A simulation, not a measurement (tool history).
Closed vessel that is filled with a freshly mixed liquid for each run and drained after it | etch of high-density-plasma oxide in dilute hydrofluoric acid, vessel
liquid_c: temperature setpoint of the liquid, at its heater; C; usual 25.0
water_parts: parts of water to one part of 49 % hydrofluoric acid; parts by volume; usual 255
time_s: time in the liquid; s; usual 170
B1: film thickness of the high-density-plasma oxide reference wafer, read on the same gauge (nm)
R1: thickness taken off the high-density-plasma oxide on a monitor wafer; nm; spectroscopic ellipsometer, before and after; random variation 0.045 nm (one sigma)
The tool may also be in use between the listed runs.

run 1 day=0.000 | liquid_c=25.0 water_parts=255 time_s=115 | B1=90.004 | R1=3.067
run 2 day=0.321 | liquid_c=25.0 water_parts=255 time_s=115 | B1=90.007 | R1=3.054
run 3 day=0.733 | liquid_c=25.0 water_parts=255 time_s=140 | B1=90.015 | R1=3.730
-- day=0.846 gauge calibrated
run 4 day=1.404 | liquid_c=25.0 water_parts=255 time_s=170 | B1=90.019 | R1=4.468
run 5 day=2.125 | liquid_c=25.0 water_parts=255 time_s=170 | B1=90.016 | R1=4.509
run 6 day=2.854 | liquid_c=25.0 water_parts=255 time_s=170 | B1=90.010 | R1=4.546
run 7 day=3.325 | liquid_c=25.0 water_parts=315 time_s=170 | B1=89.991 | R1=3.425
run 8 day=3.925 | liquid_c=25.0 water_parts=315 time_s=170 | B1=89.982 | R1=3.421
-- day=4.396 hydrofluoric acid flow meter replaced
run 9 day=4.417 | liquid_c=25.0 water_parts=315 time_s=170 | B1=89.999 | R1=3.456
-- day=4.888 thermometer replaced
run 10 day=6.612 | liquid_c=23.0 water_parts=190 time_s=225 | B1=90.005 | R1=8.011
-- day=6.908 gauge calibrated
run 11 day=7.075 | liquid_c=23.5 water_parts=215 time_s=170 | B1=89.984 | R1=5.247
run 12 day=7.579 | liquid_c=21.5 water_parts=310 time_s=95 | B1=90.005 | R1=1.733
run 13 day=8.325 | liquid_c=28.0 water_parts=255 time_s=170 | B1=89.990 | R1=5.026
run 14 day=8.867 | liquid_c=23.0 water_parts=190 time_s=225 | B1=90.009 | R1=8.053
run 15 day=9.175 | liquid_c=25.0 water_parts=255 time_s=170 | B1=89.981 | R1=4.449
run 16 day=9.888 | liquid_c=25.0 water_parts=255 time_s=170 | B1=90.015 | R1=4.563
run 17 day=10.883 | liquid_c=23.5 water_parts=255 time_s=130 | B1=90.013 | R1=3.263
run 18 day=11.642 | liquid_c=25.0 water_parts=255 time_s=170 | B1=90.005 | R1=4.534
run 19 day=12.200 | liquid_c=30.0 water_parts=255 time_s=170 | B1=90.014 | R1=5.352

3 ways to go on from here, each from the tool as it stands after run 19. What would each give?
run A day=12.229 | liquid_c=25.0 water_parts=255 time_s=170 | B1=? | R1=?
run B day=12.229 | liquid_c=27.0 water_parts=255 time_s=75 | B1=? | R1=?
run C day=12.229 | liquid_c=25.0 water_parts=290 time_s=170 | B1=? | R1=?

run=A B1=90.008 R1=4.488
run=B B1=90.008 R1=2.123
run=C B1=90.008 R1=3.808
Without the tool's hidden state the same runs would have given:
run=A R1=4.488
run=B R1=2.123
run=C R1=3.808
